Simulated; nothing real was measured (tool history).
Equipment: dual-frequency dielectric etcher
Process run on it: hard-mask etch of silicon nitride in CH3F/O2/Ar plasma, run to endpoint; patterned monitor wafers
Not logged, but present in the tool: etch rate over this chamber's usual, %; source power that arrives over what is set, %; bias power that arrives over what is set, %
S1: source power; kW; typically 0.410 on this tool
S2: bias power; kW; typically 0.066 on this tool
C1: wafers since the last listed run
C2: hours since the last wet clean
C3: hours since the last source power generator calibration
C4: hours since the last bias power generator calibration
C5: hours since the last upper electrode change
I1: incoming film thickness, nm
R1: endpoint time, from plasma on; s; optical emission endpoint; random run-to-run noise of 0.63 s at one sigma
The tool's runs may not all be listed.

run	hour	S1	S2	C1	C2	C3	C4	C5	I1	R1
1	0.0	0.410	0.066	0	534.0	2440.2	2517.7	981.2	48.49	70.2
2	70.3	0.410	0.066	888	604.3	2510.5	2588.0	1051.5	48.69	70.0
# hour 173.3: wet clean of the chamber
3	173.8	0.410	0.066	1004	0.5	2614.0	2691.5	1155.0	48.07	71.6
4	230.1	0.410	0.066	711	56.8	2670.3	2747.8	1211.3	48.62	72.3
5	326.2	0.410	0.066	1214	152.9	2766.4	2843.9	1307.4	47.94	71.4
6	400.6	0.480	0.066	940	227.3	2840.8	2918.3	1381.8	48.29	67.6
7	458.6	0.480	0.066	733	285.3	2898.8	2976.3	1439.8	48.45	68.0
8	511.3	0.480	0.066	666	338.0	2951.5	3029.0	1492.5	48.54	68.1
9	579.7	0.380	0.071	864	406.4	3019.9	3097.4	1560.9	48.35	69.6
10	656.0	0.370	0.066	964	482.7	3096.2	3173.7	1637.2	48.00	70.7
11	731.3	0.370	0.066	951	558.0	3171.5	3249.0	1712.5	48.09	72.4
12	789.5	0.370	0.066	735	616.2	3229.7	3307.2	1770.7	48.15	70.7
13	830.9	0.410	0.066	523	657.6	3271.1	3348.6	1812.1	48.36	67.9
# hour 862.1: wet clean of the chamber
14	907.6	0.410	0.066	666	45.5	3347.8	3425.3	1888.8	47.97	71.6
15	951.3	0.360	0.066	552	89.2	3391.5	3469.0	1932.5	48.10	74.8
# hour 1051.5: source power generator calibrated
16	1193.8	0.410	0.066	3014	331.7	142.3	3711.5	2175.0	48.41	70.6
17	1299.9	0.410	0.066	1340	437.8	248.4	3817.6	2281.1	47.79	68.9
18	1404.8	0.340	0.071	1325	542.7	353.3	3922.5	2386.0	48.43	69.7
19	1463.1	0.410	0.066	736	601.0	411.6	3980.8	2444.3	48.70	70.2
# hour 1487.9: wet clean of the chamber
20	1511.7	0.410	0.066	310	23.8	460.2	4029.4	2492.9	48.16	72.4
21	1586.6	0.310	0.052	946	98.7	535.1	4104.3	2567.8	48.45	87.6
# hour 1672.2: bias power generator calibrated
22	1672.7	0.410	0.066	1037	184.8	621.2	0.5	2653.9	48.46	72.9
23	1716.9	0.510	0.066	558	229.0	665.4	44.7	2698.1	48.28	67.0
# hour 1792.1: upper electrode replaced
24	1809.8	0.350	0.054	870	321.9	758.3	137.6	17.7	48.43	82.7
25	1882.6	0.350	0.061	920	394.7	831.1	210.4	90.5	48.79	77.2
26	1981.5	0.460	0.057	1249	493.6	930.0	309.3	189.4	48.76	73.4
27	2066.1	0.410	0.054	1069	578.2	1014.6	393.9	274.0	47.99	75.1
# hour 2105.0: wet clean of the chamber
28	2231.0	0.410	0.061	1780	126.0	1179.5	558.8	438.9	48.59	76.5
29	2320.5	0.410	0.066	1131	215.5	1269.0	648.3	528.4	48.42	71.0
30	2377.3	0.410	0.055	717	272.3	1325.8	705.1	585.2	47.93	76.7

Each row is a separate what-if for the run after 30, all from the same tool condition, not one after another. Results?
A	2377.7	0.410	0.066	5	272.7	1326.2	705.5	585.6	48.28	?
B	2377.7	0.510	0.050	5	272.7	1326.2	705.5	585.6	48.28	?
C	2377.7	0.340	0.072	5	272.7	1326.2	705.5	585.6	48.28	?
D	2377.7	0.410	0.077	5	272.7	1326.2	705.5	585.6	48.28	?
E	2377.7	0.340	0.059	5	272.7	1326.2	705.5	585.6	48.28	?

run	R1
A	71.7
B	76.6
C	72.5
D	66.8
E	79.6
With the hidden condition removed and each run's random variation left untouched, the same runs would have given:
run	R1
A	73.5
B	78.5
C	74.3
D	68.5
E	81.5

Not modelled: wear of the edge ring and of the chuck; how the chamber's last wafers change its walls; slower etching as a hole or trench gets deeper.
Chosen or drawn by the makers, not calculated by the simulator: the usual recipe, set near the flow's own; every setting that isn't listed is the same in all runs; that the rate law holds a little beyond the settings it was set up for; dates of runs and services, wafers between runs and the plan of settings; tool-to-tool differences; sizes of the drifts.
